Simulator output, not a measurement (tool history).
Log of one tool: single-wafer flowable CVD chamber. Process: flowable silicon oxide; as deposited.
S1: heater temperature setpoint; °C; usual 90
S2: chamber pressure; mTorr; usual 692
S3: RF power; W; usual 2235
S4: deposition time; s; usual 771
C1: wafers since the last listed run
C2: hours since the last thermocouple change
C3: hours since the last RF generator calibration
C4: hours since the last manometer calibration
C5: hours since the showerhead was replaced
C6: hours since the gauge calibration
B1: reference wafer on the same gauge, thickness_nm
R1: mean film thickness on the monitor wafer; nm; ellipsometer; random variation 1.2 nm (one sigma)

run,day,S1,S2,S3,S4,C1,C2,C3,C4,C5,C6,B1,R1
1,0.000,102,692,2235,771,0,1946.1,255.0,105.9,8609.6,536.1,456.618,377.777
2,1.929,102,692,2235,771,135,1992.4,301.3,152.2,8655.9,582.4,456.821,378.196
3,3.329,102,692,2235,771,98,2026.0,334.9,185.8,8689.5,616.0,457.219,377.649
4,5.062,90,575,1930,771,121,2067.6,376.5,227.4,8731.1,657.6,457.071,462.580
5,7.746,90,692,2235,771,188,2132.0,440.9,291.8,8795.5,722.0,457.593,563.565
6,10.162,90,692,2235,771,169,2190.0,498.9,349.8,8853.5,780.0,457.966,564.927
7,12.508,90,692,2235,866,164,2246.3,555.2,406.1,8909.8,836.3,457.616,634.919
8,13.679,90,692,2235,866,82,2274.4,583.3,434.2,8937.9,864.4,458.508,633.291
9,15.771,90,821,2235,812,146,2324.6,633.5,484.4,8988.1,914.6,458.332,705.294
# day 20.000: showerhead replaced
10,20.796,90,821,2235,812,329,2445.2,754.1,605.0,19.1,1035.2,458.114,708.022
11,22.804,90,821,2235,812,140,2493.4,802.3,653.2,67.3,1083.4,458.366,705.962
12,24.175,90,692,2235,771,96,2526.3,835.2,686.1,100.2,1116.3,458.512,564.847
13,27.138,90,692,2235,771,207,2597.4,906.3,757.2,171.3,1187.4,458.751,566.987
14,28.654,90,859,2235,771,106,2633.8,942.7,793.6,207.7,1223.8,458.559,704.998
15,31.375,90,692,2235,771,190,2699.1,1008.0,858.9,273.0,1289.1,458.511,568.534
# day 33.058: capacitance manometer re-zeroed and calibrated
16,33.079,90,692,2235,771,96,2740.0,1048.9,0.5,313.9,1330.0,458.699,566.431
# day 33.729: thermocouple changed; heater temperature recalibrated
# day 33.817: RF generator calibrated
17,33.962,101,849,2675,771,32,5.6,3.5,21.7,335.1,1351.2,458.466,489.597
18,35.862,79,692,2235,732,133,51.2,49.1,67.3,380.7,1396.8,459.238,748.075
19,37.379,90,692,2235,771,106,87.6,85.5,103.7,417.1,1433.2,458.910,567.119
20,39.725,90,534,2235,833,164,143.9,141.8,160.0,473.4,1489.5,459.249,475.539
21,42.512,83,829,2400,814,195,210.8,208.7,226.9,540.3,1556.4,458.726,889.533
# day 43.471: gauge calibrated
22,45.262,104,692,2235,771,193,276.8,274.7,292.9,606.3,43.0,451.598,348.066
23,46.758,90,735,2235,695,104,312.7,310.6,328.8,642.2,78.9,452.528,534.127
24,49.550,90,692,2235,771,195,379.7,377.6,395.8,709.2,145.9,452.982,557.111
25,52.354,78,533,1865,639,196,447.0,444.9,463.1,776.5,213.2,454.008,498.509
26,54.425,90,755,2235,827,145,496.7,494.6,512.8,826.2,262.9,454.126,652.962

Forecast each of these 4 alternatives for the next run:
A,54.450,99,692,2235,771,1,497.3,495.2,513.4,826.8,263.5,?,?
B,54.450,101,692,2235,771,1,497.3,495.2,513.4,826.8,263.5,?,?
C,54.450,85,562,2465,619,1,497.3,495.2,513.4,826.8,263.5,?,?
D,54.450,86,692,2235,771,1,497.3,495.2,513.4,826.8,263.5,?,?

run,B1,R1
A,454.928,413.950
B,454.928,387.171
C,454.928,429.064
D,454.928,629.345
Without the tool's hidden state the same runs would have given:
run,R1
A,410.867
B,384.287
C,425.868
D,624.658
